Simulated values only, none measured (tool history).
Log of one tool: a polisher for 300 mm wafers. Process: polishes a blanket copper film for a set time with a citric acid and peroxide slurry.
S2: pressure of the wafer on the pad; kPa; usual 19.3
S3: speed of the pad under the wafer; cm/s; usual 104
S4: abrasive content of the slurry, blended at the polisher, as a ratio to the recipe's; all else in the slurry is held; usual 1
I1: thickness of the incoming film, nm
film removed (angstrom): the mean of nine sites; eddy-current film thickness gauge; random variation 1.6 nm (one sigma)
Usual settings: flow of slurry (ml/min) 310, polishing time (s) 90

{"run": 1, "hour": 0.0, "flow of slurry (ml/min)": 310, "S2": 19.3, "S3": 104, "S4": 1, "polishing time (s)": 90, "I1": 949.1, "film removed (angstrom)": 2096}
{"run": 2, "hour": 17.1, "flow of slurry (ml/min)": 310, "S2": 19.3, "S3": 104, "S4": 1, "polishing time (s)": 90, "I1": 948.8, "film removed (angstrom)": 2085}
{"run": 3, "hour": 33.2, "flow of slurry (ml/min)": 310, "S2": 14.5, "S3": 104, "S4": 1, "polishing time (s)": 90, "I1": 937.1, "film removed (angstrom)": 1616}
{"run": 4, "hour": 44.9, "flow of slurry (ml/min)": 310, "S2": 14.5, "S3": 104, "S4": 1, "polishing time (s)": 90, "I1": 959.5, "film removed (angstrom)": 1631}
{"run": 5, "hour": 52.3, "flow of slurry (ml/min)": 310, "S2": 14.5, "S3": 104, "S4": 1, "polishing time (s)": 90, "I1": 943.4, "film removed (angstrom)": 1623}
{"hour": 62.4, "done": "worn pad replaced by a new one"}
{"run": 6, "hour": 66.7, "flow of slurry (ml/min)": 310, "S2": 19.3, "S3": 104, "S4": 1, "polishing time (s)": 90, "I1": 961.6, "film removed (angstrom)": 2018}
{"hour": 78.8, "done": "slurry blender recalibrated"}
{"run": 7, "hour": 84.3, "flow of slurry (ml/min)": 345, "S2": 19.3, "S3": 104, "S4": 1, "polishing time (s)": 90, "I1": 951.5, "film removed (angstrom)": 2166}
{"hour": 94.3, "done": "slurry nozzle cleaned"}
{"run": 8, "hour": 99.3, "flow of slurry (ml/min)": 355, "S2": 19.3, "S3": 104, "S4": 1, "polishing time (s)": 90, "I1": 949.2, "film removed (angstrom)": 2167}
{"run": 9, "hour": 111.2, "flow of slurry (ml/min)": 310, "S2": 19.3, "S3": 90, "S4": 1, "polishing time (s)": 66, "I1": 946.5, "film removed (angstrom)": 1379}
{"hour": 115.5, "done": "head pressure recalibrated"}
{"hour": 120.2, "done": "worn pad replaced by a new one"}
{"run": 10, "hour": 121.0, "flow of slurry (ml/min)": 395, "S2": 19.3, "S3": 104, "S4": 1, "polishing time (s)": 90, "I1": 940.5, "film removed (angstrom)": 2126}
{"run": 11, "hour": 137.5, "flow of slurry (ml/min)": 205, "S2": 19.3, "S3": 90, "S4": 1, "polishing time (s)": 90, "I1": 939.2, "film removed (angstrom)": 1779}
{"run": 12, "hour": 149.2, "flow of slurry (ml/min)": 280, "S2": 19.3, "S3": 104, "S4": 0.7, "polishing time (s)": 90, "I1": 961.7, "film removed (angstrom)": 1910}
{"run": 13, "hour": 157.4, "flow of slurry (ml/min)": 310, "S2": 19.3, "S3": 104, "S4": 1, "polishing time (s)": 90, "I1": 949.2, "film removed (angstrom)": 2075}
{"run": 14, "hour": 166.8, "flow of slurry (ml/min)": 310, "S2": 21.4, "S3": 82, "S4": 1, "polishing time (s)": 90, "I1": 944.4, "film removed (angstrom)": 1814}

Measured less the same run without the tool's hidden state. The same run-to-run variation is in both; the gauge's scatter may not be:
The hidden state here: removal rate lost through wear of the pad, %; slurry flow missing at the pad, %; deviation of the head's pressure from its setpoint, %; abrasive missing from the slurry, %.
run=1 film_removed_(angstrom)=-91
run=2 film_removed_(angstrom)=-97
run=3 film_removed_(angstrom)=-79
run=4 film_removed_(angstrom)=-81
run=5 film_removed_(angstrom)=-82
run=6 film_removed_(angstrom)=-103
run=7 film_removed_(angstrom)=-15
run=8 film_removed_(angstrom)=-37
run=9 film_removed_(angstrom)=-33
run=10 film_removed_(angstrom)=-61
run=11 film_removed_(angstrom)=-62
run=12 film_removed_(angstrom)=-69
run=13 film_removed_(angstrom)=-84
run=14 film_removed_(angstrom)=-78
